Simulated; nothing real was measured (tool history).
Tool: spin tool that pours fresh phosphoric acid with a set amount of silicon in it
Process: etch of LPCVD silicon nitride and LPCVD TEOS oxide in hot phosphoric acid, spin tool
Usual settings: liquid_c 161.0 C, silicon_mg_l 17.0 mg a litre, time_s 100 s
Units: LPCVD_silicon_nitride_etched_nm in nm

| run | day | liquid_c | silicon_mg_l | time_s | wafers since the last listed run | hours since the thermometer was replaced | hours since the dissolved silicon flow meter was replaced | hours since the heated supply line was repaired | hours since the gauge calibration | read-back film thickness of the LPCVD silicon nitride reference wafer, read on the same gauge (nm) | LPCVD_silicon_nitride_etched_nm |
|---|---|---|---|---|---|---|---|---|---|---|---|
| 1 | 0.000 | 161.0 | 17.0 | 100 | 0 | 1329.0 | 518.4 | 153.6 | 652.7 | 59.99 | 10.22 |
| 2 | 0.950 | 161.0 | 17.0 | 145 | 252 | 1351.8 | 541.2 | 176.4 | 675.5 | 60.02 | 14.78 |
|  | 1.400 | gauge calibrated |
| 3 | 1.808 | 161.0 | 17.0 | 100 | 228 | 1372.4 | 561.8 | 197.0 | 9.8 | 60.01 | 10.17 |
| 4 | 2.900 | 161.0 | 17.0 | 100 | 290 | 1398.6 | 588.0 | 223.2 | 36.0 | 59.96 | 10.11 |
|  | 3.246 | dissolved silicon flow meter replaced |
|  | 3.296 | thermometer replaced |
| 5 | 3.417 | 161.0 | 17.0 | 45 | 115 | 2.9 | 4.1 | 235.6 | 48.4 | 60.00 | 4.15 |
| 6 | 4.288 | 159.0 | 22.0 | 100 | 231 | 23.8 | 25.0 | 256.5 | 69.3 | 60.01 | 8.64 |
| 7 | 5.608 | 162.5 | 29.5 | 125 | 351 | 55.5 | 56.7 | 288.2 | 101.0 | 59.99 | 12.00 |
| 8 | 6.288 | 162.5 | 24.0 | 130 | 180 | 71.8 | 73.0 | 304.5 | 117.3 | 60.00 | 12.45 |
| 9 | 6.825 | 159.0 | 22.0 | 100 | 143 | 84.7 | 85.9 | 317.4 | 130.2 | 60.02 | 8.69 |
| 10 | 7.833 | 163.5 | 25.0 | 150 | 268 | 108.9 | 110.1 | 341.6 | 154.4 | 60.00 | 15.10 |
| 11 | 8.825 | 162.5 | 17.0 | 100 | 263 | 132.7 | 133.9 | 365.4 | 178.2 | 60.02 | 9.51 |
| 12 | 9.696 | 163.5 | 27.5 | 125 | 231 | 153.6 | 154.8 | 386.3 | 199.1 | 60.00 | 12.51 |
| 13 | 10.417 | 163.5 | 5.0 | 80 | 191 | 170.9 | 172.1 | 403.6 | 216.4 | 60.00 | 7.99 |
| 14 | 11.608 | 162.0 | 22.5 | 100 | 317 | 199.5 | 200.7 | 432.2 | 245.0 | 60.01 | 9.43 |
| 15 | 12.550 | 164.0 | 9.0 | 100 | 250 | 222.1 | 223.3 | 454.8 | 267.6 | 60.02 | 10.08 |
| 16 | 13.379 | 162.5 | 24.0 | 130 | 220 | 242.0 | 243.2 | 474.7 | 287.5 | 60.00 | 12.32 |
| 17 | 14.312 | 161.0 | 9.0 | 55 | 248 | 264.4 | 265.6 | 497.1 | 309.9 | 60.03 | 4.99 |
| 18 | 15.408 | 161.0 | 17.0 | 100 | 291 | 290.7 | 291.9 | 523.4 | 336.2 | 60.01 | 8.89 |
| 19 | 16.800 | 159.0 | 25.5 | 135 | 370 | 324.1 | 325.3 | 556.8 | 369.6 | 59.99 | 11.41 |
| 20 | 17.479 | 163.5 | 17.0 | 100 | 180 | 340.4 | 341.6 | 573.1 | 385.9 | 60.00 | 9.71 |

The next listed run, before its measurement:
| 21 | 17.988 | 158.0 | 20.5 | 140 | 135 | 352.6 | 353.8 | 585.3 | 398.1 | ? | ? |

read-back film thickness of the LPCVD silicon nitride reference wafer, read on the same gauge (nm): 60.01
LPCVD_silicon_nitride_etched_nm: 11.37 nm
Without the tool's hidden state the same run would have given LPCVD_silicon_nitride_etched_nm 12.14 nm.
